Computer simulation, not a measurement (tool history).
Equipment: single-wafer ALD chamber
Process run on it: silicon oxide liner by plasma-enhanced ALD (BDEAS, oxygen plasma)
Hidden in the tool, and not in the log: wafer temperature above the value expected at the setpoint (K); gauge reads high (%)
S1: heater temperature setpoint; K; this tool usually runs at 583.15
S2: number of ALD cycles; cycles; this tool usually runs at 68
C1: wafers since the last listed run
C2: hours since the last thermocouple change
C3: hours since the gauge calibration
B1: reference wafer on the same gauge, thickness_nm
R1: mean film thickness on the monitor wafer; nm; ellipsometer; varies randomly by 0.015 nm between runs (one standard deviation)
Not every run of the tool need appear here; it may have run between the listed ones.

| run | hour | S1 | S2 | C1 | C2 | C3 | B1 | R1 |
|---|---|---|---|---|---|---|---|---|
| 1 | 0.0 | 583.15 | 64 | 0 | 1875.2 | 321.3 | 5.835 | 5.741 |
| 2 | 40.4 | 583.15 | 68 | 186 | 1915.6 | 361.7 | 5.823 | 6.105 |
| 3 | 55.5 | 583.15 | 68 | 69 | 1930.7 | 376.8 | 5.820 | 6.078 |
| 4 | 73.2 | 583.15 | 68 | 81 | 1948.4 | 394.5 | 5.815 | 6.071 |
| 5 | 98.5 | 583.15 | 68 | 116 | 1973.7 | 419.8 | 5.810 | 6.086 |
| 6 | 118.9 | 583.15 | 68 | 94 | 1994.1 | 440.2 | 5.807 | 6.038 |
| 7 | 146.8 | 583.15 | 65 | 128 | 2022.0 | 468.1 | 5.799 | 5.790 |
| 8 | 162.4 | 583.15 | 68 | 72 | 2037.6 | 483.7 | 5.793 | 6.044 |
| 9 | 256.6 | 583.15 | 68 | 434 | 2131.8 | 577.9 | 5.768 | 5.997 |
| 10 | 274.3 | 583.15 | 68 | 81 | 2149.5 | 595.6 | 5.759 | 6.005 |
| 11 | 291.3 | 583.15 | 68 | 78 | 2166.5 | 612.6 | 5.753 | 5.986 |
| 12 | 312.7 | 583.15 | 68 | 98 | 2187.9 | 634.0 | 5.747 | 5.994 |
| 13 | 346.1 | 583.15 | 78 | 154 | 2221.3 | 667.4 | 5.734 | 6.870 |
|  | 349.3 | gauge calibrated |
| 14 | 360.0 | 583.15 | 78 | 64 | 2235.2 | 10.7 | 5.856 | 6.994 |
| 15 | 374.5 | 573.15 | 76 | 66 | 2249.7 | 25.2 | 5.858 | 6.939 |
| 16 | 389.8 | 573.15 | 76 | 70 | 2265.0 | 40.5 | 5.856 | 6.917 |
| 17 | 419.6 | 573.15 | 76 | 137 | 2294.8 | 70.3 | 5.855 | 6.932 |
| 18 | 440.6 | 583.15 | 68 | 96 | 2315.8 | 91.3 | 5.854 | 6.087 |
|  | 449.7 | thermocouple changed; heater temperature recalibrated |
| 19 | 513.8 | 583.15 | 68 | 301 | 64.1 | 164.5 | 5.849 | 6.093 |
| 20 | 531.7 | 583.15 | 73 | 82 | 82.0 | 182.4 | 5.842 | 6.546 |
| 21 | 551.8 | 572.15 | 78 | 92 | 102.1 | 202.5 | 5.844 | 7.151 |
| 22 | 585.0 | 594.15 | 59 | 153 | 135.3 | 235.7 | 5.837 | 5.191 |
| 23 | 611.0 | 576.15 | 61 | 120 | 161.3 | 261.7 | 5.838 | 5.513 |
| 24 | 627.6 | 583.15 | 68 | 76 | 177.9 | 278.3 | 5.835 | 6.096 |
| 25 | 695.9 | 583.15 | 68 | 315 | 246.2 | 346.6 | 5.824 | 6.058 |
| 26 | 719.5 | 583.15 | 76 | 108 | 269.8 | 370.2 | 5.815 | 6.785 |
| 27 | 740.9 | 588.15 | 68 | 98 | 291.2 | 391.6 | 5.812 | 6.036 |
| 28 | 770.9 | 579.15 | 64 | 138 | 321.2 | 421.6 | 5.804 | 5.745 |
| 29 | 788.1 | 578.15 | 68 | 79 | 338.4 | 438.8 | 5.799 | 6.113 |
| 30 | 812.0 | 583.15 | 68 | 110 | 362.3 | 462.7 | 5.794 | 6.044 |
| 31 | 841.0 | 583.15 | 78 | 133 | 391.3 | 491.7 | 5.787 | 6.917 |
| 32 | 853.3 | 596.15 | 80 | 56 | 403.6 | 504.0 | 5.783 | 6.970 |
| 33 | 871.4 | 598.15 | 78 | 83 | 421.7 | 522.1 | 5.779 | 6.773 |
| 34 | 897.5 | 583.15 | 68 | 120 | 447.8 | 548.2 | 5.771 | 6.034 |
| 35 | 931.9 | 570.15 | 56 | 158 | 482.2 | 582.6 | 5.758 | 5.081 |
|  | 938.4 | gauge calibrated |
| 36 | 967.8 | 594.15 | 81 | 165 | 518.1 | 29.4 | 5.868 | 7.234 |
| 37 | 997.3 | 583.15 | 68 | 136 | 547.6 | 58.9 | 5.866 | 6.127 |
| 38 | 1030.9 | 583.15 | 68 | 155 | 581.2 | 92.5 | 5.865 | 6.140 |
| 39 | 1065.1 | 592.15 | 76 | 157 | 615.4 | 126.7 | 5.860 | 6.729 |
| 40 | 1092.7 | 583.15 | 68 | 127 | 643.0 | 154.3 | 5.862 | 6.120 |

For each run, the measured value with the value that run would have given without the tool's hidden condition subtracted. The run-to-run variation is shared by both, the gauge scatter possibly not:
| run | R1 |
|---|---|
| 1 | -0.019 |
| 2 | -0.028 |
| 3 | -0.031 |
| 4 | -0.036 |
| 5 | -0.042 |
| 6 | -0.047 |
| 7 | -0.052 |
| 8 | -0.059 |
| 9 | -0.088 |
| 10 | -0.095 |
| 11 | -0.100 |
| 12 | -0.109 |
| 13 | -0.140 |
| 14 | +0.007 |
| 15 | +0.007 |
| 16 | +0.006 |
| 17 | +0.005 |
| 18 | +0.004 |
| 19 | -0.002 |
| 20 | -0.004 |
| 21 | -0.008 |
| 22 | -0.009 |
| 23 | -0.013 |
| 24 | -0.017 |
| 25 | -0.029 |
| 26 | -0.038 |
| 27 | -0.039 |
| 28 | -0.045 |
| 29 | -0.052 |
| 30 | -0.058 |
| 31 | -0.075 |
| 32 | -0.081 |
| 33 | -0.084 |
| 34 | -0.084 |
| 35 | -0.080 |
| 36 | +0.021 |
| 37 | +0.017 |
| 38 | +0.015 |
| 39 | +0.015 |
| 40 | +0.012 |

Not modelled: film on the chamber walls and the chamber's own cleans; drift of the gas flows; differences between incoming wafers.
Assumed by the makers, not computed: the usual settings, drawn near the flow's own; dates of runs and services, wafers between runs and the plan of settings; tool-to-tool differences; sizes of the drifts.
